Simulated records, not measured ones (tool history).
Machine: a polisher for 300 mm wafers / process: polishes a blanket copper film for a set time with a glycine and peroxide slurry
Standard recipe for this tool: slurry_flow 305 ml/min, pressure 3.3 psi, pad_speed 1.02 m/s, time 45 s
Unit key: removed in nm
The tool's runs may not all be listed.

run,hour,slurry_flow,pressure,pad_speed,time,"incoming thickness of the incoming film, nm",removed
1,0.0,305,3.3,1.02,45,1815.6,226.4
2,14.0,225,3.3,1.02,45,1783.8,237.9
3,46.6,305,3.3,1.02,45,1825.3,244.4
4,81.1,305,3.3,1.02,45,1836.2,242.0
5,115.6,305,3.3,0.92,36,1814.7,176.6
6,136.4,305,3.3,0.92,36,1813.6,174.5
7,161.7,245,3.3,1.02,45,1819.9,231.1
8,181.4,305,3.3,1.14,45,1831.9,242.6
9,193.9,305,3.3,1.14,45,1816.4,241.2
10,220.1,305,3.3,1.02,45,1827.1,217.5
11,252.0,305,3.3,1.02,45,1845.6,229.4
12,277.1,305,3.3,1.30,45,1809.4,281.1
13,302.8,305,3.3,1.02,53,1827.4,267.6
14,324.2,305,3.3,1.02,57,1835.9,290.5
15,348.4,255,3.3,1.02,58,1836.0,290.1
16,375.9,305,3.3,1.02,45,1830.8,229.5
17,405.9,305,3.3,1.02,60,1804.3,304.0
18,425.6,305,3.3,1.02,45,1826.3,224.6
19,446.2,305,3.3,1.22,54,1830.5,319.6
20,482.1,305,3.3,0.92,45,1830.6,224.4
21,517.4,305,3.3,1.02,45,1845.7,242.3
22,545.4,205,3.7,0.76,60,1823.0,262.7
23,573.6,275,3.7,0.72,37,1811.1,159.1
24,590.1,210,3.3,1.02,45,1809.5,225.7
25,609.3,340,2.1,1.02,45,1835.1,164.8
26,640.9,305,3.0,1.02,45,1808.2,215.2
27,673.8,305,3.3,0.70,57,1820.5,217.4
28,701.4,215,2.8,1.02,61,1834.2,275.5
29,716.5,370,3.3,0.72,40,1812.2,164.4
30,737.6,215,2.8,1.02,61,1815.7,269.1
31,752.8,305,3.3,1.02,45,1799.2,246.0
32,776.2,305,3.3,1.02,45,1795.4,250.0
33,805.1,305,3.3,1.02,45,1822.8,236.2
34,819.1,380,2.5,1.30,45,1851.2,237.0
35,850.2,305,3.3,1.02,45,1826.3,235.8
36,879.8,400,3.0,1.02,45,1832.2,222.7

Missing from the log above: 7 entries noted between runs. For each, name the pair of listed runs it sits between and say how the tool's hidden condition differs from the listed run just before to the listed run just after:
Between runs 1 and 2: worn pad replaced by a new one (hour 10.8)
  removal rate lost through wear of the pad, %: 7.04 -> 0.261; deviation of the head's pressure from its setpoint, %: 9.14 -> 9.18
  difference, measured minus the result without the unlogged condition, removed: +0.4 -> +16.6 nm
Between runs 7 and 8: head pressure recalibrated (hour 164.5); slurry nozzle cleaned (hour 177.5)
  removal rate lost through wear of the pad, %: 4.5 -> 5.07; deviation of the head's pressure from its setpoint, %: 9.54 -> -0.117
  difference, measured minus the result without the unlogged condition, removed: +7.3 -> -13.2 nm
Between runs 10 and 11: worn pad replaced by a new one (hour 238.9)
  removal rate lost through wear of the pad, %: 6.18 -> 0.965; deviation of the head's pressure from its setpoint, %: 1.12 -> 2.04
  difference, measured minus the result without the unlogged condition, removed: -12.1 -> +1.7 nm
Between runs 19 and 20: worn pad replaced by a new one (hour 453.2)
  removal rate lost through wear of the pad, %: 6.54 -> 1.17; deviation of the head's pressure from its setpoint, %: 6.18 -> 6.73
  difference, measured minus the result without the unlogged condition, removed: -4.9 -> +9.4 nm
Between runs 21 and 22: slurry nozzle cleaned (hour 530.7)
  removal rate lost through wear of the pad, %: 2.19 -> 2.99; deviation of the head's pressure from its setpoint, %: 7.22 -> 7.57
  difference, measured minus the result without the unlogged condition, removed: +8.9 -> +7.8 nm
Between runs 27 and 28: worn pad replaced by a new one (hour 687.9)
  removal rate lost through wear of the pad, %: 6.68 -> 0.883; deviation of the head's pressure from its setpoint, %: 8.88 -> 9.11
  difference, measured minus the result without the unlogged condition, removed: -0.2 -> +17.0 nm

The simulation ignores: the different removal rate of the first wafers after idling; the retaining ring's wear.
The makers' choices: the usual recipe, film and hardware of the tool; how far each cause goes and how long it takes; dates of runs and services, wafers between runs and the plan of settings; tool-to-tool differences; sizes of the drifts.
